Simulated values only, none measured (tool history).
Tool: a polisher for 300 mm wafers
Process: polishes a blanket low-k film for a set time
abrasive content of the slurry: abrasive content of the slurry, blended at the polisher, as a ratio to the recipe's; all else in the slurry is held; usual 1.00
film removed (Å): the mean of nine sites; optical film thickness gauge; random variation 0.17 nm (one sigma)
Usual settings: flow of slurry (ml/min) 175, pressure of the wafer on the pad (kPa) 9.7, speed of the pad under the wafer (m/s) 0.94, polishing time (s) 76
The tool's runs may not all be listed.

run	hour	flow of slurry (ml/min)	pressure of the wafer on the pad (kPa)	speed of the pad under the wafer (m/s)	abrasive content of the slurry	polishing time (s)	wafers since the last listed run	wafers polished on this pad	hours since the slurry nozzle was cleaned	hours since the head pressure was calibrated	hours since the slurry blender was calibrated	hours since the conditioning disc was replaced	incoming thickness of the incoming film, nm	film removed (Å)
1	0.0	175	9.7	0.94	1.00	76	0	744	826.3	1180.8	362.9	457.8	606.7	214
# hour 17.2: worn pad replaced by a new one
2	17.7	155	9.7	1.14	1.00	76	147	5	844.0	1198.5	380.6	475.5	605.8	248
3	34.3	155	9.7	1.14	1.00	76	178	183	860.6	1215.1	397.2	492.1	614.0	249
4	47.3	175	9.7	0.94	1.00	76	139	323	873.6	1228.1	410.2	505.1	614.6	214
# hour 58.6: slurry nozzle cleaned
5	63.7	175	9.7	0.94	1.00	76	165	489	5.1	1244.5	426.6	521.5	611.5	211
6	69.7	175	9.7	0.94	1.00	76	64	553	11.1	1250.5	432.6	527.5	611.0	211
7	79.3	175	9.7	0.94	1.00	76	103	656	20.7	1260.1	442.2	537.1	614.9	213
# hour 87.8: slurry blender recalibrated
8	89.7	175	9.7	0.94	1.00	76	90	747	31.1	1270.5	1.9	547.5	609.4	212
9	96.8	175	9.7	0.94	1.00	76	76	823	38.2	1277.6	9.0	554.6	605.7	212
# hour 103.8: worn pad replaced by a new one
10	108.5	175	9.7	0.94	1.00	76	82	50	49.9	1289.3	20.7	566.3	608.5	217
11	119.8	175	9.7	0.94	1.00	76	121	172	61.2	1300.6	32.0	577.6	620.3	214
12	136.4	175	11.7	0.94	1.00	76	178	350	77.8	1317.2	48.6	594.2	606.9	244
13	144.8	175	9.7	0.94	1.00	76	90	441	86.2	1325.6	57.0	602.6	610.1	214
14	157.9	175	12.4	0.94	1.25	76	140	581	99.3	1338.7	70.1	615.7	614.8	273
15	174.5	175	7.6	0.94	1.20	76	178	760	115.9	1355.3	86.7	632.3	609.7	198
16	187.7	120	7.6	0.94	1.00	76	141	902	129.1	1368.5	99.9	645.5	598.6	181
# hour 191.7: conditioning disc replaced and pad reconditioned
17	201.4	225	6.9	0.94	1.25	76	125	1027	142.8	1382.2	113.6	9.7	603.6	197
# hour 209.6: head pressure recalibrated
18	210.1	175	10.3	1.20	1.15	63	72	1099	151.5	0.5	122.3	18.4	599.2	240
# hour 214.7: worn pad replaced by a new one
19	227.3	175	9.7	0.94	1.00	76	141	135	168.7	17.7	139.5	35.6	603.8	214
20	234.7	175	9.7	0.94	1.00	76	79	215	176.1	25.1	146.9	43.0	616.2	213
21	244.5	115	9.7	1.04	1.10	87	105	320	185.9	34.9	156.7	52.8	598.0	265
22	255.4	175	11.0	0.94	1.00	76	117	437	196.8	45.8	167.6	63.7	606.9	230
23	261.5	205	9.7	0.66	1.00	76	65	503	202.9	51.9	173.7	69.8	609.6	163
24	290.7	175	9.7	0.94	1.25	76	313	817	232.1	81.1	202.9	99.0	604.4	231
25	308.3	210	9.7	0.86	0.90	57	189	1006	249.7	98.7	220.5	116.6	606.5	142
# hour 313.6: worn pad replaced by a new one
26	318.5	175	9.7	0.94	1.00	76	66	52	259.9	108.9	230.7	126.8	611.2	212
27	325.9	230	9.7	0.94	1.00	76	79	131	267.3	116.3	238.1	134.2	604.9	219

Hidden state at the last listed run before each entry between runs and at the first one after, where it differs:
Between runs 1 and 2: worn pad replaced by a new one (hour 17.2)
  no hidden state differs between the two runs
Between runs 4 and 5: slurry nozzle cleaned (hour 58.6)
  no hidden state differs between the two runs
Between runs 7 and 8: slurry blender recalibrated (hour 87.8)
  no hidden state differs between the two runs
Between runs 9 and 10: worn pad replaced by a new one (hour 103.8)
  no hidden state differs between the two runs
Between runs 16 and 17: conditioning disc replaced and pad reconditioned (hour 191.7)
  no hidden state differs between the two runs
Between runs 17 and 18: head pressure recalibrated (hour 209.6)
  no hidden state differs between the two runs
Between runs 18 and 19: worn pad replaced by a new one (hour 214.7)
  no hidden state differs between the two runs
Between runs 25 and 26: worn pad replaced by a new one (hour 313.6)
  no hidden state differs between the two runs
